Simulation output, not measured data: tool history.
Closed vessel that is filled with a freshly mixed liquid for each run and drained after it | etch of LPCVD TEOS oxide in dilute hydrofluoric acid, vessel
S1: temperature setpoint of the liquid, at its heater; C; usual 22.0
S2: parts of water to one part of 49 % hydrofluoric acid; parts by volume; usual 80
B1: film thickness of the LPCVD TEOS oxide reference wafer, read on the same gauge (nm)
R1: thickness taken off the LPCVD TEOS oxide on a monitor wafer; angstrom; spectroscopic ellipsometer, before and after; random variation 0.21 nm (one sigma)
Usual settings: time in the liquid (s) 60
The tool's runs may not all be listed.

{"run": 1, "day": 0.0, "S1": 26.0, "S2": 80, "time in the liquid (s)": 60, "B1": 70.0, "R1": 412.5}
{"run": 2, "day": 0.788, "S1": 20.5, "S2": 80, "time in the liquid (s)": 60, "B1": 70.01, "R1": 329.7}
{"run": 3, "day": 1.804, "S1": 20.5, "S2": 80, "time in the liquid (s)": 60, "B1": 69.99, "R1": 327.1}
{"run": 4, "day": 3.129, "S1": 22.0, "S2": 55, "time in the liquid (s)": 60, "B1": 69.96, "R1": 528.3}
{"run": 5, "day": 3.75, "S1": 22.0, "S2": 105, "time in the liquid (s)": 45, "B1": 70.03, "R1": 195.5}
{"run": 6, "day": 4.788, "S1": 22.0, "S2": 80, "time in the liquid (s)": 60, "B1": 69.94, "R1": 349.0}
{"run": 7, "day": 6.021, "S1": 22.0, "S2": 80, "time in the liquid (s)": 60, "B1": 69.99, "R1": 349.7}
{"run": 8, "day": 6.621, "S1": 22.0, "S2": 100, "time in the liquid (s)": 60, "B1": 69.97, "R1": 273.8}
{"run": 9, "day": 7.254, "S1": 22.0, "S2": 100, "time in the liquid (s)": 60, "B1": 70.01, "R1": 276.4}
{"run": 10, "day": 8.267, "S1": 22.0, "S2": 60, "time in the liquid (s)": 60, "B1": 69.99, "R1": 479.9}
{"run": 11, "day": 9.721, "S1": 22.0, "S2": 80, "time in the liquid (s)": 60, "B1": 70.0, "R1": 352.3}
{"run": 12, "day": 11.108, "S1": 25.0, "S2": 40, "time in the liquid (s)": 85, "B1": 70.03, "R1": 1189.7}
{"run": 13, "day": 11.65, "S1": 22.0, "S2": 80, "time in the liquid (s)": 60, "B1": 70.01, "R1": 351.6}
{"run": 14, "day": 12.383, "S1": 24.5, "S2": 60, "time in the liquid (s)": 70, "B1": 70.05, "R1": 620.7}
{"run": 15, "day": 13.383, "S1": 22.0, "S2": 80, "time in the liquid (s)": 35, "B1": 70.02, "R1": 207.3}
{"run": 16, "day": 14.283, "S1": 23.5, "S2": 55, "time in the liquid (s)": 60, "B1": 70.0, "R1": 567.6}
{"run": 17, "day": 15.729, "S1": 22.0, "S2": 60, "time in the liquid (s)": 95, "B1": 70.03, "R1": 763.0}
{"run": 18, "day": 16.308, "S1": 17.5, "S2": 50, "time in the liquid (s)": 35, "B1": 70.04, "R1": 285.8}
{"day": 16.921, "done": "hydrofluoric acid flow meter replaced"}
{"run": 19, "day": 17.575, "S1": 22.0, "S2": 80, "time in the liquid (s)": 60, "B1": 70.0, "R1": 355.8}
{"run": 20, "day": 18.758, "S1": 22.0, "S2": 80, "time in the liquid (s)": 60, "B1": 69.99, "R1": 357.4}
{"run": 21, "day": 19.817, "S1": 19.0, "S2": 70, "time in the liquid (s)": 75, "B1": 70.01, "R1": 458.3}
{"day": 20.483, "done": "gauge calibrated"}
{"run": 22, "day": 21.212, "S1": 20.0, "S2": 80, "time in the liquid (s)": 60, "B1": 70.02, "R1": 323.6}
{"run": 23, "day": 22.312, "S1": 23.5, "S2": 105, "time in the liquid (s)": 35, "B1": 69.99, "R1": 163.9}
{"run": 24, "day": 22.967, "S1": 25.0, "S2": 95, "time in the liquid (s)": 45, "B1": 70.03, "R1": 249.5}
{"run": 25, "day": 23.954, "S1": 22.0, "S2": 80, "time in the liquid (s)": 60, "B1": 70.0, "R1": 361.1}
{"run": 26, "day": 25.304, "S1": 22.0, "S2": 80, "time in the liquid (s)": 60, "B1": 69.97, "R1": 358.7}
{"run": 27, "day": 26.45, "S1": 22.0, "S2": 80, "time in the liquid (s)": 60, "B1": 70.03, "R1": 358.6}
{"day": 27.25, "done": "thermometer replaced"}
{"run": 28, "day": 27.738, "S1": 18.5, "S2": 80, "time in the liquid (s)": 30, "B1": 70.03, "R1": 151.3}
{"run": 29, "day": 28.675, "S1": 22.0, "S2": 80, "time in the liquid (s)": 60, "B1": 70.02, "R1": 354.5}
{"run": 30, "day": 29.65, "S1": 22.0, "S2": 80, "time in the liquid (s)": 60, "B1": 70.02, "R1": 347.3}
{"run": 31, "day": 30.667, "S1": 24.0, "S2": 70, "time in the liquid (s)": 75, "B1": 70.04, "R1": 556.7}
{"run": 32, "day": 32.05, "S1": 18.5, "S2": 80, "time in the liquid (s)": 85, "B1": 70.0, "R1": 430.9}
{"run": 33, "day": 32.992, "S1": 22.0, "S2": 105, "time in the liquid (s)": 40, "B1": 70.06, "R1": 173.5}

Forecast each of these 4 alternatives for the next run:
{"run": "A", "day": 33.021, "S1": 22.0, "S2": 80, "time in the liquid (s)": 60, "B1": "?", "R1": "?"}
{"run": "B", "day": 33.021, "S1": 22.0, "S2": 80, "time in the liquid (s)": 30, "B1": "?", "R1": "?"}
{"run": "C", "day": 33.021, "S1": 17.0, "S2": 115, "time in the liquid (s)": 95, "B1": "?", "R1": "?"}
{"run": "D", "day": 33.021, "S1": 19.0, "S2": 80, "time in the liquid (s)": 75, "B1": "?", "R1": "?"}

run=A B1=70.07 R1=355.0
run=B B1=70.07 R1=177.5
run=C B1=70.07 R1=306.0
run=D B1=70.07 R1=392.1
Without the tool's hidden state the same runs would have given:
run=A R1=349.9
run=B R1=174.9
run=C R1=301.5
run=D R1=386.2
